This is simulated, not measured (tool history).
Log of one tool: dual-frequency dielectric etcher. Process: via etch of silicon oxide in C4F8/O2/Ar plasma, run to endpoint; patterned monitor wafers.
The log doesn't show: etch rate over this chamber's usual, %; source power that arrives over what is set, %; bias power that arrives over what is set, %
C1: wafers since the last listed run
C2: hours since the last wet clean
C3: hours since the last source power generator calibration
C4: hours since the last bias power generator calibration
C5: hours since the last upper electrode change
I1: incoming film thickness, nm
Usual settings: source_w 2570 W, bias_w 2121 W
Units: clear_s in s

{"run": 1, "hour": 0.0, "source_w": 2570, "bias_w": 2121, "C1": 0, "C2": 191.7, "C3": 2825.2, "C4": 2957.6, "C5": 3562, "I1": 1854.7, "clear_s": 303.8}
{"run": 2, "hour": 33.8, "source_w": 2570, "bias_w": 2121, "C1": 194, "C2": 225.5, "C3": 2859, "C4": 2991.4, "C5": 3595.8, "I1": 1871.2, "clear_s": 306.4}
{"run": 3, "hour": 96.4, "source_w": 2570, "bias_w": 2121, "C1": 360, "C2": 288.1, "C3": 2921.6, "C4": 3054, "C5": 3658.4, "I1": 1852.7, "clear_s": 302.9}
{"run": 4, "hour": 134.6, "source_w": 2570, "bias_w": 2420, "C1": 220, "C2": 326.3, "C3": 2959.8, "C4": 3092.2, "C5": 3696.6, "I1": 1852.1, "clear_s": 290.9}
{"run": 5, "hour": 177.1, "source_w": 2570, "bias_w": 2420, "C1": 244, "C2": 368.8, "C3": 3002.3, "C4": 3134.7, "C5": 3739.1, "I1": 1862.8, "clear_s": 291.6}
{"run": 6, "hour": 214.9, "source_w": 2570, "bias_w": 2420, "C1": 217, "C2": 406.6, "C3": 3040.1, "C4": 3172.5, "C5": 3776.9, "I1": 1836.9, "clear_s": 284.9}
{"hour": 262.2, "done": "source power generator calibrated"}
{"hour": 285.7, "done": "wet clean of the chamber"}
{"run": 7, "hour": 377.8, "source_w": 2570, "bias_w": 2121, "C1": 780, "C2": 92.1, "C3": 115.6, "C4": 3335.4, "C5": 3939.8, "I1": 1850.1, "clear_s": 310.1}
{"run": 8, "hour": 431.6, "source_w": 2570, "bias_w": 2121, "C1": 310, "C2": 145.9, "C3": 169.4, "C4": 3389.2, "C5": 3993.6, "I1": 1847, "clear_s": 307.4}
{"run": 9, "hour": 498.4, "source_w": 2570, "bias_w": 2121, "C1": 384, "C2": 212.7, "C3": 236.2, "C4": 3456, "C5": 4060.4, "I1": 1841.5, "clear_s": 305.6}
{"run": 10, "hour": 541.7, "source_w": 2570, "bias_w": 2121, "C1": 249, "C2": 256, "C3": 279.5, "C4": 3499.3, "C5": 4103.7, "I1": 1833.7, "clear_s": 304.8}
{"run": 11, "hour": 573.3, "source_w": 2570, "bias_w": 2121, "C1": 182, "C2": 287.6, "C3": 311.1, "C4": 3530.9, "C5": 4135.3, "I1": 1863.9, "clear_s": 308.4}
{"run": 12, "hour": 619.1, "source_w": 2570, "bias_w": 2482, "C1": 263, "C2": 333.4, "C3": 356.9, "C4": 3576.7, "C5": 4181.1, "I1": 1869.4, "clear_s": 294.6}
{"run": 13, "hour": 645.4, "source_w": 2170, "bias_w": 2121, "C1": 151, "C2": 359.7, "C3": 383.2, "C4": 3603, "C5": 4207.4, "I1": 1843.4, "clear_s": 317.2}
{"hour": 672.5, "done": "upper electrode replaced"}
{"run": 14, "hour": 700.5, "source_w": 3000, "bias_w": 2503, "C1": 179, "C2": 414.8, "C3": 438.3, "C4": 3658.1, "C5": 28, "I1": 1853.3, "clear_s": 278.4}
{"hour": 750.8, "done": "wet clean of the chamber"}
{"run": 15, "hour": 756.8, "source_w": 2570, "bias_w": 2121, "C1": 186, "C2": 6, "C3": 494.6, "C4": 3714.4, "C5": 84.3, "I1": 1855.4, "clear_s": 309.8}
{"run": 16, "hour": 796.9, "source_w": 2400, "bias_w": 2453, "C1": 231, "C2": 46.1, "C3": 534.7, "C4": 3754.5, "C5": 124.4, "I1": 1884.6, "clear_s": 304.7}
{"run": 17, "hour": 857.0, "source_w": 2820, "bias_w": 2403, "C1": 346, "C2": 106.2, "C3": 594.8, "C4": 3814.6, "C5": 184.5, "I1": 1851.3, "clear_s": 288.1}
{"run": 18, "hour": 910.4, "source_w": 2570, "bias_w": 2420, "C1": 307, "C2": 159.6, "C3": 648.2, "C4": 3868, "C5": 237.9, "I1": 1856.2, "clear_s": 293.1}
{"run": 19, "hour": 953.1, "source_w": 2570, "bias_w": 1897, "C1": 246, "C2": 202.3, "C3": 690.9, "C4": 3910.7, "C5": 280.6, "I1": 1858.3, "clear_s": 318.9}
{"run": 20, "hour": 1003.4, "source_w": 2750, "bias_w": 2121, "C1": 289, "C2": 252.6, "C3": 741.2, "C4": 3961, "C5": 330.9, "I1": 1855.4, "clear_s": 301.1}
{"run": 21, "hour": 1033.7, "source_w": 2570, "bias_w": 2121, "C1": 174, "C2": 282.9, "C3": 771.5, "C4": 3991.3, "C5": 361.2, "I1": 1851.5, "clear_s": 305.6}
{"hour": 1067.0, "done": "bias power generator calibrated"}
{"run": 22, "hour": 1077.8, "source_w": 2570, "bias_w": 2121, "C1": 231, "C2": 327, "C3": 815.6, "C4": 10.8, "C5": 405.3, "I1": 1876.1, "clear_s": 310.4}
{"run": 23, "hour": 1135.9, "source_w": 2570, "bias_w": 2121, "C1": 334, "C2": 385.1, "C3": 873.7, "C4": 68.9, "C5": 463.4, "I1": 1850.5, "clear_s": 305.3}
{"hour": 1174.6, "done": "wet clean of the chamber"}
{"run": 24, "hour": 1207.3, "source_w": 2290, "bias_w": 1910, "C1": 273, "C2": 32.7, "C3": 945.1, "C4": 140.3, "C5": 534.8, "I1": 1851.1, "clear_s": 329.4}
{"run": 25, "hour": 1272.9, "source_w": 2320, "bias_w": 2364, "C1": 378, "C2": 98.3, "C3": 1010.7, "C4": 205.9, "C5": 600.4, "I1": 1854.2, "clear_s": 307}
{"run": 26, "hour": 1309.6, "source_w": 2090, "bias_w": 1980, "C1": 211, "C2": 135, "C3": 1047.4, "C4": 242.6, "C5": 637.1, "I1": 1851.5, "clear_s": 332.9}
{"run": 27, "hour": 1335.9, "source_w": 2570, "bias_w": 2420, "C1": 151, "C2": 161.3, "C3": 1073.7, "C4": 268.9, "C5": 663.4, "I1": 1848.7, "clear_s": 295.4}
{"run": 28, "hour": 1385.1, "source_w": 2570, "bias_w": 2121, "C1": 283, "C2": 210.5, "C3": 1122.9, "C4": 318.1, "C5": 712.6, "I1": 1858.9, "clear_s": 308.8}
{"run": 29, "hour": 1429.2, "source_w": 2570, "bias_w": 2121, "C1": 254, "C2": 254.6, "C3": 1167, "C4": 362.2, "C5": 756.7, "I1": 1853.1, "clear_s": 307.2}
{"run": 30, "hour": 1466.6, "source_w": 2730, "bias_w": 2121, "C1": 215, "C2": 292, "C3": 1204.4, "C4": 399.6, "C5": 794.1, "I1": 1836.7, "clear_s": 298.6}
{"run": 31, "hour": 1529.0, "source_w": 3160, "bias_w": 2121, "C1": 359, "C2": 354.4, "C3": 1266.8, "C4": 462, "C5": 856.5, "I1": 1861.3, "clear_s": 290.1}
{"hour": 1585.9, "done": "wet clean of the chamber"}
{"run": 32, "hour": 1586.4, "source_w": 2570, "bias_w": 2635, "C1": 192, "C2": 0.5, "C3": 1324.2, "C4": 519.4, "C5": 913.9, "I1": 1872, "clear_s": 289.8}
{"run": 33, "hour": 1590.3, "source_w": 1940, "bias_w": 1646, "C1": 22, "C2": 4.4, "C3": 1328.1, "C4": 523.3, "C5": 917.8, "I1": 1866.2, "clear_s": 364.6}
{"run": 34, "hour": 1662.2, "source_w": 2870, "bias_w": 2644, "C1": 414, "C2": 76.3, "C3": 1400, "C4": 595.2, "C5": 989.7, "I1": 1844.6, "clear_s": 275.4}
{"run": 35, "hour": 1727.6, "source_w": 2820, "bias_w": 2598, "C1": 376, "C2": 141.7, "C3": 1465.4, "C4": 660.6, "C5": 1055.1, "I1": 1869.8, "clear_s": 280.8}

Hidden state or all else? Some run-to-run changes of clear_s, split into what the settings, what came in and random variation would give without the hidden state, and what is left for the hidden state (with any gauge scatter that isn't in both results):
Run 6 -> 7: bias_w 2420 -> 2121, source power generator calibrated, wet clean of the chamber. clear_s +25.2 s: hidden state +7.1, all else +18.1.
Run 13 -> 14: source_w 2170 -> 3000, bias_w 2121 -> 2503, upper electrode replaced. clear_s -38.8 s: hidden state -0.1, all else -38.7.
Run 14 -> 15: source_w 3000 -> 2570, bias_w 2503 -> 2121, wet clean of the chamber. clear_s +31.4 s: hidden state +3.6, all else +27.8.
Run 23 -> 24: source_w 2570 -> 2290, bias_w 2121 -> 1910, wet clean of the chamber. clear_s +24.1 s: hidden state +5.3, all else +18.8.
Run 32 -> 33: source_w 2570 -> 1940, bias_w 2635 -> 1646. clear_s +74.8 s: hidden state -0.5, all else +75.3.
Run 33 -> 34: source_w 1940 -> 2870, bias_w 1646 -> 2644. clear_s -89.2 s: hidden state -0.2, all else -89.
